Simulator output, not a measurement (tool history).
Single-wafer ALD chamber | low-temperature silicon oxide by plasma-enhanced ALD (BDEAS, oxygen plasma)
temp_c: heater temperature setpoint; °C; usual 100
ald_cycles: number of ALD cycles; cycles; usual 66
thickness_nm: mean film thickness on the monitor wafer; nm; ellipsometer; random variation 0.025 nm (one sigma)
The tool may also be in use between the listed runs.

run,day,temp_c,ald_cycles,wafers since the last listed run,hours since the last thermocouple change,hours since the gauge calibration,"read-back reference wafer on the same gauge, thickness_nm",thickness_nm
1,0,100,66,0,478.9,829.2,11.289,10.042
2,4.275,100,66,525,581.5,931.8,11.297,10.019
3,7.342,100,66,376,655.1,1005.4,11.295,10.049
4,11.825,100,66,550,762.7,1113,11.31,9.989
5,14.479,100,66,326,826.4,1176.7,11.306,10.006
# day 16.254: thermocouple changed; heater temperature recalibrated
6,18.767,100,74,485,60.3,1279.6,11.293,11.307
7,21.188,100,74,297,118.4,1337.7,11.306,11.286
8,24.238,100,74,374,191.6,1410.9,11.3,11.282
9,26.325,106,66,256,241.7,1461,11.294,9.976
# day 29.162: gauge calibrated
10,29.758,106,66,421,324.1,14.3,11.306,9.97
11,33.804,106,66,497,421.2,111.4,11.302,9.993
12,35.525,100,66,211,462.5,152.7,11.3,10.02
13,46.317,100,71,1325,721.5,411.7,11.295,10.757
14,49.442,100,57,383,796.5,486.7,11.299,8.627
15,52.642,100,66,393,873.3,563.5,11.294,9.979
16,56.096,91,73,424,956.2,646.4,11.301,11.234
# day 57.442: thermocouple changed; heater temperature recalibrated
17,60.242,88,74,468,67.2,745.9,11.293,11.705
18,61.779,100,60,188,104.1,782.8,11.303,9.158
19,65.8,114,55,493,200.6,879.3,11.301,8.197
20,69.296,89,74,429,284.5,963.2,11.299,11.658
21,72.012,94,55,333,349.7,1028.4,11.306,8.495
22,75.208,93,62,392,426.4,1105.1,11.302,9.577

4 ways to go on from here, each from the tool as it stands after run 22. What would each give?
A,75.229,100,66,2,426.9,1105.6,?,?
B,75.229,111,66,2,426.9,1105.6,?,?
C,75.229,110,77,2,426.9,1105.6,?,?
D,75.229,109,75,2,426.9,1105.6,?,?

run,"read-back reference wafer on the same gauge, thickness_nm",thickness_nm
A,11.299,10.05
B,11.299,9.874
C,11.299,11.538
D,11.299,11.257
Without the tool's hidden state the same runs would have given:
run,thickness_nm
A,10.087
B,9.911
C,11.581
D,11.299

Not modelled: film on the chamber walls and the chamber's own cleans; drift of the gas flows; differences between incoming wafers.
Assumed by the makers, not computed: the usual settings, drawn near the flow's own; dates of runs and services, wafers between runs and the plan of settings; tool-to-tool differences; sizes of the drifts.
